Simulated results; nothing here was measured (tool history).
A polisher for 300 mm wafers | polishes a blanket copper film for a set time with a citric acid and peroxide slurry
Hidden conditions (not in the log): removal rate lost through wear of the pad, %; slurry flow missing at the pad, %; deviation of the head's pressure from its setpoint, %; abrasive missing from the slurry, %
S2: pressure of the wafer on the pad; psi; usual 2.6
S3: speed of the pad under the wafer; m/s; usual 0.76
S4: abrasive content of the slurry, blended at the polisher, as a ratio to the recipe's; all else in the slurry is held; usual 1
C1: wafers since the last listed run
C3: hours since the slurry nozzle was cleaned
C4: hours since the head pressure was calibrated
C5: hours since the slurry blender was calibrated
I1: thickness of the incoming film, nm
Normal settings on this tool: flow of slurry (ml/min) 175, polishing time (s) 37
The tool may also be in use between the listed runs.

{"run": 1, "hour": 0.0, "flow of slurry (ml/min)": 175, "S2": 2.6, "S3": 0.76, "S4": 1.15, "polishing time (s)": 37, "C1": 0, "wafers polished on this pad": 1348, "C3": 370.3, "C4": 13.6, "C5": 302.2, "I1": 1171, "film removed (angstrom)": 619}
{"run": 2, "hour": 31.2, "flow of slurry (ml/min)": 175, "S2": 2.6, "S3": 0.76, "S4": 1, "polishing time (s)": 37, "C1": 335, "wafers polished on this pad": 1684, "C3": 401.5, "C4": 44.8, "C5": 333.4, "I1": 1182.4, "film removed (angstrom)": 604}
{"run": 3, "hour": 57.9, "flow of slurry (ml/min)": 175, "S2": 2.6, "S3": 0.76, "S4": 1, "polishing time (s)": 37, "C1": 287, "wafers polished on this pad": 1971, "C3": 428.2, "C4": 71.5, "C5": 360.1, "I1": 1185, "film removed (angstrom)": 591}
{"hour": 66.6, "done": "worn pad replaced by a new one"}
{"run": 4, "hour": 78.7, "flow of slurry (ml/min)": 175, "S2": 2.6, "S3": 0.76, "S4": 1, "polishing time (s)": 37, "C1": 180, "wafers polished on this pad": 129, "C3": 449, "C4": 92.3, "C5": 380.9, "I1": 1174.8, "film removed (angstrom)": 604}
{"run": 5, "hour": 105.5, "flow of slurry (ml/min)": 175, "S2": 2.6, "S3": 0.76, "S4": 1, "polishing time (s)": 37, "C1": 288, "wafers polished on this pad": 418, "C3": 475.8, "C4": 119.1, "C5": 407.7, "I1": 1162.5, "film removed (angstrom)": 602}
{"hour": 124.2, "done": "slurry blender recalibrated"}
{"run": 6, "hour": 124.7, "flow of slurry (ml/min)": 175, "S2": 2.6, "S3": 0.76, "S4": 1, "polishing time (s)": 37, "C1": 185, "wafers polished on this pad": 603, "C3": 495, "C4": 138.3, "C5": 0.5, "I1": 1175.4, "film removed (angstrom)": 595}
{"run": 7, "hour": 135.5, "flow of slurry (ml/min)": 175, "S2": 2.6, "S3": 0.76, "S4": 1, "polishing time (s)": 37, "C1": 116, "wafers polished on this pad": 719, "C3": 505.8, "C4": 149.1, "C5": 11.3, "I1": 1167.8, "film removed (angstrom)": 604}
{"run": 8, "hour": 170.7, "flow of slurry (ml/min)": 175, "S2": 2.6, "S3": 0.76, "S4": 1, "polishing time (s)": 37, "C1": 378, "wafers polished on this pad": 1098, "C3": 541, "C4": 184.3, "C5": 46.5, "I1": 1157.6, "film removed (angstrom)": 593}
{"run": 9, "hour": 185.0, "flow of slurry (ml/min)": 175, "S2": 2.6, "S3": 0.76, "S4": 1, "polishing time (s)": 37, "C1": 153, "wafers polished on this pad": 1252, "C3": 555.3, "C4": 198.6, "C5": 60.8, "I1": 1177.6, "film removed (angstrom)": 597}
{"run": 10, "hour": 220.7, "flow of slurry (ml/min)": 200, "S2": 2.6, "S3": 0.76, "S4": 1, "polishing time (s)": 26, "C1": 384, "wafers polished on this pad": 1636, "C3": 591, "C4": 234.3, "C5": 96.5, "I1": 1148.1, "film removed (angstrom)": 421}
{"run": 11, "hour": 246.9, "flow of slurry (ml/min)": 175, "S2": 2.6, "S3": 0.76, "S4": 1, "polishing time (s)": 37, "C1": 281, "wafers polished on this pad": 1918, "C3": 617.2, "C4": 260.5, "C5": 122.7, "I1": 1178.5, "film removed (angstrom)": 593}
{"hour": 258.1, "done": "worn pad replaced by a new one"}
{"run": 12, "hour": 271.8, "flow of slurry (ml/min)": 220, "S2": 2, "S3": 0.76, "S4": 1, "polishing time (s)": 25, "C1": 224, "wafers polished on this pad": 147, "C3": 642.1, "C4": 285.4, "C5": 147.6, "I1": 1168.3, "film removed (angstrom)": 345}
{"run": 13, "hour": 293.1, "flow of slurry (ml/min)": 175, "S2": 2.6, "S3": 0.76, "S4": 1, "polishing time (s)": 37, "C1": 229, "wafers polished on this pad": 376, "C3": 663.4, "C4": 306.7, "C5": 168.9, "I1": 1177.7, "film removed (angstrom)": 602}
{"run": 14, "hour": 328.1, "flow of slurry (ml/min)": 175, "S2": 2.6, "S3": 0.76, "S4": 1, "polishing time (s)": 37, "C1": 376, "wafers polished on this pad": 753, "C3": 698.4, "C4": 341.7, "C5": 203.9, "I1": 1157.5, "film removed (angstrom)": 605}
{"hour": 398.2, "done": "head pressure recalibrated"}
{"run": 15, "hour": 418.7, "flow of slurry (ml/min)": 175, "S2": 2.6, "S3": 0.76, "S4": 1, "polishing time (s)": 37, "C1": 953, "wafers polished on this pad": 1706, "C3": 789, "C4": 20.5, "C5": 294.5, "I1": 1160.9, "film removed (angstrom)": 588}
{"run": 16, "hour": 438.2, "flow of slurry (ml/min)": 175, "S2": 2.6, "S3": 0.76, "S4": 1, "polishing time (s)": 37, "C1": 209, "wafers polished on this pad": 1916, "C3": 808.5, "C4": 40, "C5": 314, "I1": 1167.3, "film removed (angstrom)": 600}
{"run": 17, "hour": 454.7, "flow of slurry (ml/min)": 175, "S2": 2.3, "S3": 0.76, "S4": 1, "polishing time (s)": 29, "C1": 177, "wafers polished on this pad": 2094, "C3": 825, "C4": 56.5, "C5": 330.5, "I1": 1182.7, "film removed (angstrom)": 434}
{"hour": 460.6, "done": "worn pad replaced by a new one"}
{"run": 18, "hour": 476.3, "flow of slurry (ml/min)": 175, "S2": 2.3, "S3": 0.88, "S4": 1.2, "polishing time (s)": 37, "C1": 189, "wafers polished on this pad": 169, "C3": 846.6, "C4": 78.1, "C5": 352.1, "I1": 1167.3, "film removed (angstrom)": 648}
{"hour": 495.3, "done": "slurry nozzle cleaned"}
{"run": 19, "hour": 512.2, "flow of slurry (ml/min)": 175, "S2": 2.6, "S3": 0.76, "S4": 1, "polishing time (s)": 37, "C1": 375, "wafers polished on this pad": 545, "C3": 16.9, "C4": 114, "C5": 388, "I1": 1161.6, "film removed (angstrom)": 595}
{"run": 20, "hour": 533.3, "flow of slurry (ml/min)": 175, "S2": 3.2, "S3": 0.9, "S4": 0.9, "polishing time (s)": 31, "C1": 227, "wafers polished on this pad": 772, "C3": 38, "C4": 135.1, "C5": 409.1, "I1": 1190, "film removed (angstrom)": 665}
{"hour": 540.6, "done": "slurry blender recalibrated"}
{"run": 21, "hour": 550.5, "flow of slurry (ml/min)": 175, "S2": 3.2, "S3": 0.76, "S4": 0.9, "polishing time (s)": 37, "C1": 163, "wafers polished on this pad": 935, "C3": 55.2, "C4": 152.3, "C5": 9.9, "I1": 1190.5, "film removed (angstrom)": 668}
{"run": 22, "hour": 564.2, "flow of slurry (ml/min)": 175, "S2": 1.9, "S3": 0.76, "S4": 1, "polishing time (s)": 37, "C1": 147, "wafers polished on this pad": 1083, "C3": 68.9, "C4": 166, "C5": 23.6, "I1": 1165.3, "film removed (angstrom)": 488}
{"run": 23, "hour": 584.5, "flow of slurry (ml/min)": 175, "S2": 2.1, "S3": 0.54, "S4": 1, "polishing time (s)": 37, "C1": 218, "wafers polished on this pad": 1301, "C3": 89.2, "C4": 186.3, "C5": 43.9, "I1": 1158.4, "film removed (angstrom)": 371}
{"run": 24, "hour": 611.4, "flow of slurry (ml/min)": 175, "S2": 2.9, "S3": 0.56, "S4": 1, "polishing time (s)": 37, "C1": 289, "wafers polished on this pad": 1591, "C3": 116.1, "C4": 213.2, "C5": 70.8, "I1": 1162.4, "film removed (angstrom)": 483}
{"run": 25, "hour": 625.4, "flow of slurry (ml/min)": 175, "S2": 2.6, "S3": 0.76, "S4": 1, "polishing time (s)": 37, "C1": 150, "wafers polished on this pad": 1741, "C3": 130.1, "C4": 227.2, "C5": 84.8, "I1": 1167.7, "film removed (angstrom)": 593}
{"run": 26, "hour": 656.9, "flow of slurry (ml/min)": 220, "S2": 2.9, "S3": 0.76, "S4": 1, "polishing time (s)": 37, "C1": 339, "wafers polished on this pad": 2080, "C3": 161.6, "C4": 258.7, "C5": 116.3, "I1": 1167.4, "film removed (angstrom)": 648}
{"hour": 682.1, "done": "worn pad replaced by a new one"}
{"run": 27, "hour": 690.3, "flow of slurry (ml/min)": 175, "S2": 2.6, "S3": 0.76, "S4": 1, "polishing time (s)": 37, "C1": 316, "wafers polished on this pad": 88, "C3": 195, "C4": 292.1, "C5": 149.7, "I1": 1184, "film removed (angstrom)": 588}
{"run": 28, "hour": 707.8, "flow of slurry (ml/min)": 190, "S2": 2.6, "S3": 0.76, "S4": 1, "polishing time (s)": 37, "C1": 188, "wafers polished on this pad": 276, "C3": 212.5, "C4": 309.6, "C5": 167.2, "I1": 1159.5, "film removed (angstrom)": 610}
{"run": 29, "hour": 725.7, "flow of slurry (ml/min)": 115, "S2": 3.5, "S3": 0.76, "S4": 1, "polishing time (s)": 37, "C1": 192, "wafers polished on this pad": 469, "C3": 230.4, "C4": 327.5, "C5": 185.1, "I1": 1149.2, "film removed (angstrom)": 711}
{"run": 30, "hour": 758.7, "flow of slurry (ml/min)": 175, "S2": 2.6, "S3": 0.96, "S4": 1, "polishing time (s)": 37, "C1": 355, "wafers polished on this pad": 824, "C3": 263.4, "C4": 360.5, "C5": 218.1, "I1": 1177.8, "film removed (angstrom)": 745}

What the log doesn't show, run by run:
removal rate lost through wear of the pad, %: 0 at every run
slurry flow missing at the pad, %: 0 at every run
deviation of the head's pressure from its setpoint, %: 0 at every run
abrasive missing from the slurry, %: 0 at every run
